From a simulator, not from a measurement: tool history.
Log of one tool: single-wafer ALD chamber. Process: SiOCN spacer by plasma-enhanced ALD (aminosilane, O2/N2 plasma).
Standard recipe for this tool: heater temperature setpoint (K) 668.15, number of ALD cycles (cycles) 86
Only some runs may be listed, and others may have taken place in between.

run,hour,heater temperature setpoint (K),number of ALD cycles (cycles),"read-back reference wafer on the same gauge, thickness_nm",mean film thickness on the monitor wafer (angstrom)
1,0.0,668.15,72,4.781,46.05
2,17.4,668.15,72,4.784,46.04
3,30.5,668.15,72,4.781,46.10
4,48.5,668.15,86,4.780,54.79
5,79.9,668.15,86,4.781,54.90
6,104.6,668.15,86,4.788,54.75
7,117.3,668.15,86,4.790,55.18
8,138.9,668.15,86,4.782,55.12
9,172.9,674.15,86,4.791,54.82
10,197.3,674.15,86,4.798,55.08
11,230.5,674.15,86,4.797,55.13
12,262.6,668.15,86,4.804,55.14
13,293.7,668.15,86,4.807,55.37
14,323.1,668.15,86,4.815,55.37
15,342.8,668.15,86,4.819,55.39
16,361.7,668.15,86,4.820,55.40
17,379.5,677.15,86,4.816,54.87
18,399.1,677.15,86,4.822,54.92
19,417.0,668.15,86,4.829,55.50
20,473.0,673.15,99,4.841,63.96
21,497.0,668.15,86,4.849,55.71
22,513.2,668.15,80,4.849,51.82
23,537.8,655.15,79,4.856,51.33
24,550.0,654.15,74,4.858,48.19
25,573.0,677.15,81,4.864,52.09
# hour 602.0: thermocouple changed; heater temperature recalibrated
26,602.5,682.15,86,4.870,54.39
27,621.6,683.15,102,4.883,64.48
28,637.1,668.15,94,4.886,61.17
# hour 670.6: gauge calibrated
29,673.0,682.15,102,4.778,63.43
30,702.9,679.15,92,4.775,57.73
31,720.9,668.15,86,4.785,55.11
32,746.6,661.15,93,4.778,59.40
33,761.4,675.15,99,4.779,62.90
34,788.0,668.15,86,4.782,55.01
35,813.9,668.15,86,4.779,55.10
36,830.1,668.15,86,4.782,55.06
37,849.9,674.15,78,4.783,49.88
38,873.5,668.15,96,4.782,61.24
39,908.5,668.15,86,4.784,55.07

For some of the steps in mean film thickness on the monitor wafer (angstrom) from one run to the next: how much would appear even if the tool had no hidden state, given the settings, what came in and random variation, and how much remains for the hidden state plus any gauge scatter that the measured result and the result without hidden state don't share?
Hidden state present: wafer temperature above the value expected at the setpoint (K); gauge reads high (%).
Run 3 -> 4: number of ALD cycles (cycles) 72 -> 86. mean film thickness on the monitor wafer (angstrom) +8.69: hidden state +0.01, all else +8.68.
Run 19 -> 20: heater temperature setpoint (K) 668.15 -> 673.15, number of ALD cycles (cycles) 86 -> 99. mean film thickness on the monitor wafer (angstrom) +8.46: hidden state +0.24, all else +8.22.
Run 26 -> 27: heater temperature setpoint (K) 682.15 -> 683.15, number of ALD cycles (cycles) 86 -> 102. mean film thickness on the monitor wafer (angstrom) +10.09: hidden state +0.25, all else +9.84.
Run 28 -> 29: heater temperature setpoint (K) 668.15 -> 682.15, number of ALD cycles (cycles) 94 -> 102, gauge calibrated. mean film thickness on the monitor wafer (angstrom) +2.26: hidden state -1.32, all else +3.58.
Run 37 -> 38: heater temperature setpoint (K) 674.15 -> 668.15, number of ALD cycles (cycles) 78 -> 96. mean film thickness on the monitor wafer (angstrom) +11.36: hidden state +0.02, all else +11.34.
